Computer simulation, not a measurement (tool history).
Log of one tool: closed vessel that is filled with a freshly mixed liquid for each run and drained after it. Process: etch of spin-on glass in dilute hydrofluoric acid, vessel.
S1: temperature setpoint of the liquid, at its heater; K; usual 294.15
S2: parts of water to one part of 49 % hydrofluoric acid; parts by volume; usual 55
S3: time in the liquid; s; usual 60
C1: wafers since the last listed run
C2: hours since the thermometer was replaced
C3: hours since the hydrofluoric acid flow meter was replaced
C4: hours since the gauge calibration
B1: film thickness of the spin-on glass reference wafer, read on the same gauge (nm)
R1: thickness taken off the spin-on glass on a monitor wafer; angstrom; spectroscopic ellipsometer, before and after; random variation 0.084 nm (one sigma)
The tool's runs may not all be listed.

run,hour,S1,S2,S3,C1,C2,C3,C4,B1,R1
1,0.0,294.15,55,60,0,1099.1,2141.0,177.4,49.98,198.6
2,14.3,294.15,55,60,1567,1113.4,2155.3,191.7,50.03,198.8
3,29.5,294.15,55,60,1666,1128.6,2170.5,206.9,49.99,198.9
4,46.5,294.15,55,60,1863,1145.6,2187.5,223.9,49.98,197.7
5,56.0,294.15,55,60,1041,1155.1,2197.0,233.4,49.98,199.6
6,66.5,294.15,55,60,1151,1165.6,2207.5,243.9,50.00,197.7
7,79.9,297.15,55,60,1469,1179.0,2220.9,257.3,50.01,223.1
8,92.8,297.15,55,60,1414,1191.9,2233.8,270.2,50.03,222.9
# hour 109.8: gauge calibrated
9,110.8,294.15,55,75,1973,1209.9,2251.8,1.0,50.03,246.2
10,122.7,294.15,55,60,1304,1221.8,2263.7,12.9,49.95,196.9
11,128.9,294.15,55,60,679,1228.0,2269.9,19.1,50.00,196.9
12,139.2,294.15,55,60,1129,1238.3,2280.2,29.4,50.03,196.3
13,151.6,296.15,40,50,1359,1250.7,2292.6,41.8,50.00,249.4
# hour 159.1: thermometer replaced
14,167.7,298.65,65,45,1655,8.6,2308.7,57.9,49.99,161.8
# hour 177.3: hydrofluoric acid flow meter replaced
15,184.4,294.15,55,30,1721,25.3,7.1,74.6,50.01,106.8
16,194.5,295.65,35,60,1107,35.4,17.2,84.7,50.02,367.5
17,208.6,297.15,55,60,1545,49.5,31.3,98.8,50.01,242.1
18,216.9,294.15,55,95,910,57.8,39.6,107.1,50.00,338.8
19,225.5,294.15,55,85,942,66.4,48.2,115.7,50.01,300.7
20,235.4,298.65,55,30,1085,76.3,58.1,125.6,50.02,129.0
21,250.2,294.15,25,60,1622,91.1,72.9,140.4,50.00,486.7
22,266.4,294.15,55,60,1776,107.3,89.1,156.6,50.02,212.9

3 ways to go on from here, each from the tool as it stands after run 22. What would each give?
A,267.1,294.15,55,50,76,108.0,89.8,157.3,?,?
B,267.1,292.15,55,60,76,108.0,89.8,157.3,?,?
C,267.1,292.65,55,60,76,108.0,89.8,157.3,?,?

run,B1,R1
A,49.98,177.4
B,49.98,195.5
C,49.98,199.7
Without the tool's hidden state the same runs would have given:
run,R1
A,180.2
B,198.7
C,203.0

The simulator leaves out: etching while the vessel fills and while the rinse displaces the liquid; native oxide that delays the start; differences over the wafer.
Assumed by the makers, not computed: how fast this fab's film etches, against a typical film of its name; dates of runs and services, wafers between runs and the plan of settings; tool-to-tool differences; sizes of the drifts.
